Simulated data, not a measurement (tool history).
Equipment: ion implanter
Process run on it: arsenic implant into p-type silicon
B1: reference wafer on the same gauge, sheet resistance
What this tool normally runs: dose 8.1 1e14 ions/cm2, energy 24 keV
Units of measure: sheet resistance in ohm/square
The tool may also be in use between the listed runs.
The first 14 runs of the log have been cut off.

{"run": 15, "hour": 280.8, "dose": 6.29, "energy": 24, "B1": 155.04, "sheet resistance": 170.3}
{"run": 16, "hour": 295.5, "dose": 9.36, "energy": 24, "B1": 155.04, "sheet resistance": 131.7}
{"hour": 311.2, "done": "Faraday cup replaced and dose calibrated"}
{"hour": 319.4, "done": "extraction supply calibrated"}
{"run": 17, "hour": 319.9, "dose": 8.1, "energy": 28.5, "B1": 154.93, "sheet resistance": 141.77}
{"run": 18, "hour": 343.4, "dose": 6.21, "energy": 26, "B1": 155.07, "sheet resistance": 173.63}
{"run": 19, "hour": 377.8, "dose": 8.1, "energy": 28, "B1": 154.9, "sheet resistance": 141.25}
{"run": 20, "hour": 409.4, "dose": 7.43, "energy": 16, "B1": 154.98, "sheet resistance": 168.07}
{"run": 21, "hour": 427.7, "dose": 6.29, "energy": 24, "B1": 155.08, "sheet resistance": 172.96}
{"run": 22, "hour": 463.4, "dose": 6.29, "energy": 24, "B1": 154.91, "sheet resistance": 173.41}
{"run": 23, "hour": 497.9, "dose": 8.1, "energy": 24, "B1": 154.99, "sheet resistance": 145.81}
{"run": 24, "hour": 514.8, "dose": 9.4, "energy": 18.5, "B1": 155.03, "sheet resistance": 142.57}
{"run": 25, "hour": 543.7, "dose": 8.79, "energy": 19, "B1": 155.02, "sheet resistance": 146.1}
{"hour": 548.1, "done": "gauge calibrated"}
{"run": 26, "hour": 569.8, "dose": 6.37, "energy": 31, "B1": 155.03, "sheet resistance": 163.89}
{"run": 27, "hour": 590.9, "dose": 8.1, "energy": 24, "B1": 154.97, "sheet resistance": 145.56}
{"run": 28, "hour": 616.8, "dose": 8.1, "energy": 30.5, "B1": 154.86, "sheet resistance": 136.91}
{"run": 29, "hour": 650.8, "dose": 9.83, "energy": 18.5, "B1": 155.11, "sheet resistance": 138.95}
{"run": 30, "hour": 669.0, "dose": 10.35, "energy": 30, "B1": 154.95, "sheet resistance": 118.39}
{"run": 31, "hour": 694.7, "dose": 7.07, "energy": 31.5, "B1": 155.02, "sheet resistance": 149.93}
{"run": 32, "hour": 712.4, "dose": 8.1, "energy": 31.5, "B1": 155.17, "sheet resistance": 135.88}
{"run": 33, "hour": 731.9, "dose": 10.02, "energy": 32, "B1": 154.89, "sheet resistance": 118.2}
{"run": 34, "hour": 756.7, "dose": 9.26, "energy": 28, "B1": 154.92, "sheet resistance": 127.94}

What if the next run were any one of these 4? Each begins from the tool's condition after run 34:
{"run": "A", "hour": 757.1, "dose": 9.12, "energy": 24, "B1": "?", "sheet resistance": "?"}
{"run": "B", "hour": 757.1, "dose": 6.91, "energy": 24, "B1": "?", "sheet resistance": "?"}
{"run": "C", "hour": 757.1, "dose": 9.35, "energy": 17, "B1": "?", "sheet resistance": "?"}
{"run": "D", "hour": 757.1, "dose": 9.27, "energy": 17, "B1": "?", "sheet resistance": "?"}

run=A B1=154.99 sheet_resistance=133.72
run=B B1=154.99 sheet_resistance=159.72
run=C B1=154.99 sheet_resistance=143.78
run=D B1=154.99 sheet_resistance=144.39
The same runs, with their run-to-run variation unchanged, on a tool lacking any hidden condition would have given:
run=A sheet_resistance=136.09
run=B sheet_resistance=163.02
run=C sheet_resistance=145.95
run=D sheet_resistance=146.59

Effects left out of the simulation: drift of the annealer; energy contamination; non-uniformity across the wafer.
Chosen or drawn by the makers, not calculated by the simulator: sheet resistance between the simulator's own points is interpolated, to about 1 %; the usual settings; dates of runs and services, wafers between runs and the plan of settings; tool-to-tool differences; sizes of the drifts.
